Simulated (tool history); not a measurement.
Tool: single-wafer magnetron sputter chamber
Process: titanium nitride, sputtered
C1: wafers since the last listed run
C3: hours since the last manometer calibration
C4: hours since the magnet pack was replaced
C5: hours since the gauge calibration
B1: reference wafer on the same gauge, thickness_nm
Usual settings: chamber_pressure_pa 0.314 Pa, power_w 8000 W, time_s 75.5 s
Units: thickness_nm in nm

Run 1, hour 0.0: usual settings; C1 0; wafers on the sputter target 492; C3 1461.7; C4 7218.0; C5 365.0; B1 111.962. Result: thickness_nm 120.305 nm.
Run 2, hour 27.5: usual settings but power_w 7050 W; C1 287; wafers on the sputter target 779; C3 1489.2; C4 7245.5; C5 392.5; B1 111.995. Result: thickness_nm 105.775 nm.
Run 3, hour 46.2: usual settings but power_w 7050 W; C1 195; wafers on the sputter target 974; C3 1507.9; C4 7264.2; C5 411.2; B1 112.000. Result: thickness_nm 106.119 nm.
Run 4, hour 73.5: usual settings; C1 284; wafers on the sputter target 1259; C3 1535.2; C4 7291.5; C5 438.5; B1 112.043. Result: thickness_nm 120.086 nm.
Run 5, hour 89.1: usual settings; C1 162; wafers on the sputter target 1422; C3 1550.8; C4 7307.1; C5 454.1; B1 112.037. Result: thickness_nm 119.868 nm.
Run 6, hour 105.8: usual settings; C1 174; wafers on the sputter target 1596; C3 1567.5; C4 7323.8; C5 470.8; B1 111.967. Result: thickness_nm 120.017 nm.
Run 7, hour 136.9: usual settings but chamber_pressure_pa 0.373 Pa; C1 324; wafers on the sputter target 1921; C3 1598.6; C4 7354.9; C5 501.9; B1 112.039. Result: thickness_nm 117.751 nm.
Run 8, hour 150.2: usual settings but chamber_pressure_pa 0.373 Pa; C1 138; wafers on the sputter target 2060; C3 1611.9; C4 7368.2; C5 515.2; B1 112.025. Result: thickness_nm 117.825 nm.
Run 9, hour 182.9: usual settings but chamber_pressure_pa 0.373 Pa; C1 341; wafers on the sputter target 2401; C3 1644.6; C4 7400.9; C5 547.9; B1 112.005. Result: thickness_nm 117.630 nm.
Run 10, hour 204.7: usual settings; C1 227; wafers on the sputter target 2628; C3 1666.4; C4 7422.7; C5 569.7; B1 111.973. Result: thickness_nm 119.494 nm.
Run 11, hour 238.4: usual settings; C1 351; wafers on the sputter target 2980; C3 1700.1; C4 7456.4; C5 603.4; B1 111.991. Result: thickness_nm 119.871 nm.
Run 12, hour 263.5: usual settings; C1 262; wafers on the sputter target 3242; C3 1725.2; C4 7481.5; C5 628.5; B1 112.032. Result: thickness_nm 119.322 nm.
At hour 287.6: magnet pack replaced.
Run 13, hour 295.2: usual settings but chamber_pressure_pa 0.276 Pa, power_w 9750 W, time_s 66.8 s; C1 247; wafers on the sputter target 3490; C3 1756.9; C4 7.6; C5 660.2; B1 111.997. Result: thickness_nm 130.078 nm.
Run 14, hour 317.3: usual settings; C1 230; wafers on the sputter target 3720; C3 1779.0; C4 29.7; C5 682.3; B1 112.003. Result: thickness_nm 119.371 nm.
At hour 332.7: sputter target and shields replaced.
Run 15, hour 347.7: usual settings but time_s 60.8 s; C1 233; wafers on the sputter target 156; C3 1809.4; C4 60.1; C5 712.7; B1 112.008. Result: thickness_nm 96.749 nm.
At hour 370.0: capacitance manometer re-zeroed and calibrated.
Run 16, hour 370.5: usual settings; C1 154; wafers on the sputter target 310; C3 0.5; C4 82.9; C5 735.5; B1 112.059. Result: thickness_nm 119.996 nm.
Run 17, hour 386.6: usual settings; C1 168; wafers on the sputter target 478; C3 16.6; C4 99.0; C5 751.6; B1 112.077. Result: thickness_nm 120.323 nm.
At hour 388.5: gauge calibrated.
Run 18, hour 421.8: usual settings; C1 367; wafers on the sputter target 846; C3 51.8; C4 134.2; C5 33.3; B1 112.047. Result: thickness_nm 119.697 nm.
Run 19, hour 448.4: usual settings but chamber_pressure_pa 0.277 Pa, power_w 6650 W; C1 277; wafers on the sputter target 1123; C3 78.4; C4 160.8; C5 59.9; B1 112.035. Result: thickness_nm 100.784 nm.
Run 20, hour 482.1: usual settings but power_w 7350 W, time_s 85.9 s; C1 351; wafers on the sputter target 1475; C3 112.1; C4 194.5; C5 93.6; B1 111.984. Result: thickness_nm 125.306 nm.
Run 21, hour 502.2: usual settings but chamber_pressure_pa 0.200 Pa, power_w 7150 W, time_s 84.1 s; C1 209; wafers on the sputter target 1685; C3 132.2; C4 214.6; C5 113.7; B1 111.953. Result: thickness_nm 123.234 nm.
Run 22, hour 533.3: usual settings but time_s 66.2 s; C1 324; wafers on the sputter target 2010; C3 163.3; C4 245.7; C5 144.8; B1 111.963. Result: thickness_nm 105.284 nm.
Run 23, hour 556.3: usual settings but chamber_pressure_pa 0.194 Pa, power_w 6200 W, time_s 88.7 s; C1 240; wafers on the sputter target 2250; C3 186.3; C4 268.7; C5 167.8; B1 112.021. Result: thickness_nm 112.837 nm.
Run 24, hour 573.0: usual settings but chamber_pressure_pa 0.248 Pa, power_w 8700 W, time_s 83.3 s; C1 174; wafers on the sputter target 2424; C3 203.0; C4 285.4; C5 184.5; B1 112.005. Result: thickness_nm 146.286 nm.
Run 25, hour 590.9: usual settings but chamber_pressure_pa 0.380 Pa, time_s 87.1 s; C1 186; wafers on the sputter target 2611; C3 220.9; C4 303.3; C5 202.4; B1 111.986. Result: thickness_nm 135.478 nm.

4 ways to go on from here, each from the tool as it stands after run 25. What would each give?
Run A, hour 591.3: usual settings; C1 4; wafers on the sputter target 2615; C3 221.3; C4 303.7; C5 202.8; B1 ?. Result: thickness_nm ?.
Run B, hour 591.3: usual settings but power_w 9700 W; C1 4; wafers on the sputter target 2615; C3 221.3; C4 303.7; C5 202.8; B1 ?. Result: thickness_nm ?.
Run C, hour 591.3: usual settings but chamber_pressure_pa 0.400 Pa, power_w 6800 W; C1 4; wafers on the sputter target 2615; C3 221.3; C4 303.7; C5 202.8; B1 ?. Result: thickness_nm ?.
Run D, hour 591.3: usual settings but chamber_pressure_pa 0.386 Pa; C1 4; wafers on the sputter target 2615; C3 221.3; C4 303.7; C5 202.8; B1 ?. Result: thickness_nm ?.

run       B1  thickness_nm
  A  111.997       119.290
  B  111.997       144.639
  C  111.997        98.924
  D  111.997       116.848
Without the tool's hidden state the same runs would have given:
run  thickness_nm
  A       120.078
  B       145.595
  C        99.578
  D       117.620

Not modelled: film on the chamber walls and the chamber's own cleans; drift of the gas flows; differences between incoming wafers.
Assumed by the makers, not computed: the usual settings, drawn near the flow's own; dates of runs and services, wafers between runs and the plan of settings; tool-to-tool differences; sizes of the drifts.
